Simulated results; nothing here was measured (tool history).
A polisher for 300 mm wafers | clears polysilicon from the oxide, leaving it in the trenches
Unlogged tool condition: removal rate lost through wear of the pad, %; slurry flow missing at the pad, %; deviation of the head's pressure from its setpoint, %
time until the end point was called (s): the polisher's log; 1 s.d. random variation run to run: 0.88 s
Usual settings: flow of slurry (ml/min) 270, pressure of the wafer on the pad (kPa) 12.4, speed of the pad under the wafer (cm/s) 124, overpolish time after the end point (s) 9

run   hour  flow of slurry (ml/min)  pressure of the wafer on the pad (kPa)  speed of the pad under the wafer (cm/s)  overpolish time after the end point (s)  wafers since the last listed run  wafers polished on this pad  hours since the slurry nozzle was cleaned  hours since the head pressure was calibrated  incoming thickness of the incoming film, nm  time until the end point was called (s)
  1    0.0                      270                                    11.0                                      124                                        9                                 0                          668                                      732.1                                        1142.4                                        567.7                                     67.3
  2   10.1                      270                                    11.0                                      124                                        9                                90                          758                                      742.2                                        1152.5                                        558.1                                     70.5
      15.9  -- worn pad replaced by a new one
  3   22.5                      270                                    11.0                                      124                                        9                                75                           59                                      754.6                                        1164.9                                        575.7                                     63.4
  4   30.4                      270                                    12.4                                      124                                        9                                70                          130                                      762.5                                        1172.8                                        575.7                                     54.1
  5   43.8                      210                                    12.4                                      124                                        9                               120                          250                                      775.9                                        1186.2                                        573.7                                     57.2
  6   55.9                      270                                    12.4                                      124                                       12                               108                          358                                      788.0                                        1198.3                                        567.8                                     56.0
  7   68.3                      270                                    12.4                                      124                                       12                               111                          469                                      800.4                                        1210.7                                        578.7                                     57.5
  8   82.9                      300                                    12.4                                      136                                        9                               130                          600                                      815.0                                        1225.3                                        569.1                                     53.9
  9   96.4                      350                                     9.0                                      124                                        9                               121                          721                                      828.5                                        1238.8                                        562.6                                     82.5
     101.6  -- worn pad replaced by a new one, of another model than before
 10  112.4                      270                                    12.4                                      124                                        9                               107                           97                                      844.5                                        1254.8                                        569.7                                     57.0
 11  122.9                      300                                    12.4                                      140                                        9                                94                          191                                      855.0                                        1265.3                                        569.4                                     52.3
     129.7  -- slurry nozzle cleaned
 12  134.7                      210                                    12.4                                      144                                        9                                96                          288                                        5.0                                        1277.1                                        561.6                                     49.5
     143.7  -- head pressure recalibrated
 13  165.1                      270                                     9.0                                      124                                        9                               254                          542                                       35.4                                          21.4                                        559.4                                     74.5
     179.3  -- worn pad replaced by a new one
 14  179.8                      270                                    12.4                                       88                                        9                                95                            4                                       50.1                                          36.1                                        565.4                                     68.8
 15  188.6                      305                                    12.4                                      124                                       13                                78                           83                                       58.9                                          44.9                                        571.4                                     54.4

Alternative continuations, all from the tool just after run 15; predict every row:
  A  189.0                      270                                    12.4                                      124                                        9                                 3                           87                                       59.3                                          45.3                                        558.9                                        ?
  B  189.0                      345                                    15.9                                       98                                        9                                 3                           87                                       59.3                                          45.3                                        558.9                                        ?
  C  189.0                      270                                    12.4                                       84                                        7                                 3                           87                                       59.3                                          45.3                                        558.9                                        ?
  D  189.0                      300                                    11.0                                      108                                        8                                 3                           87                                       59.3                                          45.3                                        558.9                                        ?

run  time until the end point was called (s)
  A                                     52.8
  B                                     50.4
  C                                     68.3
  D                                     62.8
With no hidden state in the tool, these same runs would have given:
run  time until the end point was called (s)
  A                                     52.6
  B                                     50.3
  C                                     68.1
  D                                     62.6

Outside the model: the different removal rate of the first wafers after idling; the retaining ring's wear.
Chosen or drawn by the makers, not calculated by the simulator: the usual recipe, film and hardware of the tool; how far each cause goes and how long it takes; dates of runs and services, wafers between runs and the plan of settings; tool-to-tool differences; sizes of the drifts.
